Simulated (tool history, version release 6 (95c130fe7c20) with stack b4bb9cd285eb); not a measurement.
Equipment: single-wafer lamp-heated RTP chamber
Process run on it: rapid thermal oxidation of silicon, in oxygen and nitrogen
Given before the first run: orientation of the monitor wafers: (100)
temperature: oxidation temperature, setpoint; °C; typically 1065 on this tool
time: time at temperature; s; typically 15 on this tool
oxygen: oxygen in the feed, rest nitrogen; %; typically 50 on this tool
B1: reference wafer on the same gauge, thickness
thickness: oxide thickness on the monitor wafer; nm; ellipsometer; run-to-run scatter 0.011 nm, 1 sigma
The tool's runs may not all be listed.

{"run": 1, "hour": 0.0, "temperature": 1065, "time": 17, "oxygen": 50, "B1": 3.359, "thickness": 4.098}
{"run": 2, "hour": 25.6, "temperature": 1065, "time": 17, "oxygen": 50, "B1": 3.36, "thickness": 4.091}
{"run": 3, "hour": 55.9, "temperature": 1054, "time": 15, "oxygen": 50, "B1": 3.361, "thickness": 3.648}
{"run": 4, "hour": 88.1, "temperature": 1054, "time": 15, "oxygen": 50, "B1": 3.359, "thickness": 3.669}
{"run": 5, "hour": 108.4, "temperature": 1081, "time": 15, "oxygen": 50, "B1": 3.361, "thickness": 4.338}
{"run": 6, "hour": 132.4, "temperature": 1081, "time": 15, "oxygen": 50, "B1": 3.362, "thickness": 4.319}
{"run": 7, "hour": 149.4, "temperature": 1081, "time": 15, "oxygen": 50, "B1": 3.359, "thickness": 4.356}
{"run": 8, "hour": 170.5, "temperature": 1065, "time": 15, "oxygen": 29, "B1": 3.361, "thickness": 3.328}
{"run": 9, "hour": 188.7, "temperature": 1065, "time": 15, "oxygen": 29, "B1": 3.358, "thickness": 3.316}
{"run": 10, "hour": 220.8, "temperature": 1065, "time": 15, "oxygen": 50, "B1": 3.361, "thickness": 3.93}
{"run": 11, "hour": 246.7, "temperature": 1078, "time": 15, "oxygen": 50, "B1": 3.359, "thickness": 4.275}
{"run": 12, "hour": 276.6, "temperature": 1065, "time": 15, "oxygen": 50, "B1": 3.363, "thickness": 3.938}
{"run": 13, "hour": 296.1, "temperature": 1065, "time": 15, "oxygen": 50, "B1": 3.359, "thickness": 3.932}
{"run": 14, "hour": 313.3, "temperature": 1065, "time": 15, "oxygen": 50, "B1": 3.36, "thickness": 3.944}
{"run": 15, "hour": 331.2, "temperature": 1065, "time": 15, "oxygen": 50, "B1": 3.359, "thickness": 3.931}
{"run": 16, "hour": 364.2, "temperature": 1065, "time": 15, "oxygen": 50, "B1": 3.358, "thickness": 3.927}
{"run": 17, "hour": 393.6, "temperature": 1054, "time": 15, "oxygen": 50, "B1": 3.36, "thickness": 3.631}
{"run": 18, "hour": 422.4, "temperature": 1080, "time": 21, "oxygen": 50, "B1": 3.361, "thickness": 4.876}
{"run": 19, "hour": 456.1, "temperature": 1043, "time": 15, "oxygen": 23, "B1": 3.359, "thickness": 2.782}
{"run": 20, "hour": 470.5, "temperature": 1065, "time": 18, "oxygen": 20, "B1": 3.36, "thickness": 3.178}
{"run": 21, "hour": 499.3, "temperature": 1090, "time": 8, "oxygen": 58, "B1": 3.36, "thickness": 3.806}
{"run": 22, "hour": 522.2, "temperature": 1076, "time": 9, "oxygen": 79, "B1": 3.36, "thickness": 4.04}
{"run": 23, "hour": 546.0, "temperature": 1065, "time": 15, "oxygen": 50, "B1": 3.359, "thickness": 3.935}
{"run": 24, "hour": 578.1, "temperature": 1065, "time": 15, "oxygen": 50, "B1": 3.362, "thickness": 3.92}
{"run": 25, "hour": 610.5, "temperature": 1065, "time": 15, "oxygen": 39, "B1": 3.362, "thickness": 3.648}
{"run": 26, "hour": 625.1, "temperature": 1065, "time": 15, "oxygen": 50, "B1": 3.358, "thickness": 3.949}
{"run": 27, "hour": 649.9, "temperature": 1055, "time": 15, "oxygen": 50, "B1": 3.359, "thickness": 3.685}
{"run": 28, "hour": 665.0, "temperature": 1065, "time": 15, "oxygen": 66, "B1": 3.361, "thickness": 4.326}
{"run": 29, "hour": 682.0, "temperature": 1047, "time": 15, "oxygen": 33, "B1": 3.362, "thickness": 3.126}
{"run": 30, "hour": 714.6, "temperature": 1065, "time": 15, "oxygen": 50, "B1": 3.362, "thickness": 3.962}
{"run": 31, "hour": 727.1, "temperature": 1079, "time": 12, "oxygen": 25, "B1": 3.359, "thickness": 3.174}

Removed from this log: 3 entries logged between the listed runs. Between which two listed runs does each belong, and how does the tool's hidden state at the listed run before it compare with that at the listed run after it?
Between runs 13 and 14: gauge calibrated (hour 302.9)
  true wafer temperature minus pyrometer reading, K: 2.22 -> 2.25
  measured minus no-state result, thickness: +0.054 -> +0.055 nm
Between runs 16 and 17: pyrometer window cleaned and pyrometer calibrated (hour 377.0)
  true wafer temperature minus pyrometer reading, K: 2.32 -> 0.326
  measured minus no-state result, thickness: +0.057 -> +0.008 nm
Between runs 19 and 20: oxygen flow controller replaced (hour 470.2)
  true wafer temperature minus pyrometer reading, K: 1.04 -> 1.16
  measured minus no-state result, thickness: +0.014 -> +0.019 nm
